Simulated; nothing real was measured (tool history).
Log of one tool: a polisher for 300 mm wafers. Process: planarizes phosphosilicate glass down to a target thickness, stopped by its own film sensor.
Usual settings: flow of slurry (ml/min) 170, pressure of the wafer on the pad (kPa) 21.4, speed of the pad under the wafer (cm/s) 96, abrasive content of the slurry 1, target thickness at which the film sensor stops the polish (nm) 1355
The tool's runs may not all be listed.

run   hour  flow of slurry (ml/min)  pressure of the wafer on the pad (kPa)  speed of the pad under the wafer (cm/s)  abrasive content of the slurry  target thickness at which the film sensor stops the polish (nm)  incoming thickness of the incoming film, nm  time until the film sensor stopped the polish (s)
  1      0                      170                                    21.4                                       96                               1                                                             1355                                       1832.9                                               76.2
  2   19.3                      170                                    21.4                                       96                               1                                                             1355                                       1823.8                                               74.3
      37.1  -- worn pad replaced by a new one
  3   37.6                      170                                    21.4                                       96                               1                                                             1355                                       1835.9                                               81.1
  4   43.9                      170                                    21.4                                       96                               1                                                             1355                                       1837.8                                               79.3
  5   56.2                      170                                    21.4                                       96                               1                                                             1355                                       1839.8                                               78.1
  6   63.8                      170                                    21.4                                       96                               1                                                             1355                                         1852                                               79.6
  7   74.9                      170                                    21.4                                       96                               1                                                             1227                                       1851.9                                              104.2
  8   82.8                      170                                    21.4                                       96                               1                                                             1355                                       1841.5                                               82.5
      86.4  -- slurry nozzle cleaned
  9   92.5                      195                                    21.4                                       96                               1                                                             1355                                         1870                                               82.9
 10  100.4                      170                                    21.4                                       96                               1                                                             1355                                       1835.5                                               80.1
 11  108.6                      170                                    21.4                                       72                             1.2                                                             1355                                       1859.6                                               90.2
 12  119.5                      170                                    21.4                                       96                               1                                                             1355                                       1853.3                                               84.6
 13  136.2                      170                                    21.4                                       96                               1                                                             1355                                       1816.5                                               79.2
 14    149                      170                                    28.3                                       84                               1                                                             1302                                       1880.4                                               81.4
 15  165.4                      170                                    21.4                                       96                               1                                                             1266                                       1852.4                                              104.1
     176.4  -- worn pad replaced by a new one
 16  178.1                      170                                    21.4                                       96                            1.15                                                             1472                                       1836.4                                               60.7
 17  184.4                      170                                    21.4                                      124                               1                                                             1355                                         1870                                               80.3
     187.8  -- slurry blender recalibrated
 18  199.7                      170                                    21.4                                       96                               1                                                             1355                                       1873.3                                               78.3
 19  229.5                      170                                    21.4                                      112                               1                                                             1296                                       1874.5                                               78.4
 20  237.7                      170                                    13.8                                       96                            1.15                                                             1355                                       1821.6                                              106.9
 21  253.5                      170                                    21.4                                       86                               1                                                             1221                                       1832.2                                              101.6
 22  260.5                      170                                    21.4                                       96                            0.75                                                             1355                                       1844.6                                                 91
 23  266.6                      145                                    14.5                                       96                               1                                                             1355                                       1834.3                                              113.9
 24  273.2                      170                                    15.2                                       72                               1                                                             1190                                       1855.6                                              173.7
 25  289.1                      205                                    21.4                                       96                            1.25                                                             1355                                       1847.8                                               69.4

The tool's hidden state at each run:
removal rate lost through wear of the pad, %: 0 in every run
slurry flow missing at the pad, %: 0 in every run
deviation of the head's pressure from its setpoint, %: 0 in every run
time polished since the conditioner stopped cutting, s: 0 in every run
H1: abrasive missing from the slurry, %
run    H1
  1  13.6
  2  15.6
  3  17.5
  4  18.2
  5  19.5
  6  20.3
  7  21.5
  8  22.3
  9  23.3
 10  24.1
 11    25
 12  26.2
 13  27.9
 14  29.3
 15    31
 16  32.3
 17    33
 18  5.63
 19  8.77
 20  9.64
 21  11.3
 22    12
 23  12.7
 24  13.4
 25  15.1

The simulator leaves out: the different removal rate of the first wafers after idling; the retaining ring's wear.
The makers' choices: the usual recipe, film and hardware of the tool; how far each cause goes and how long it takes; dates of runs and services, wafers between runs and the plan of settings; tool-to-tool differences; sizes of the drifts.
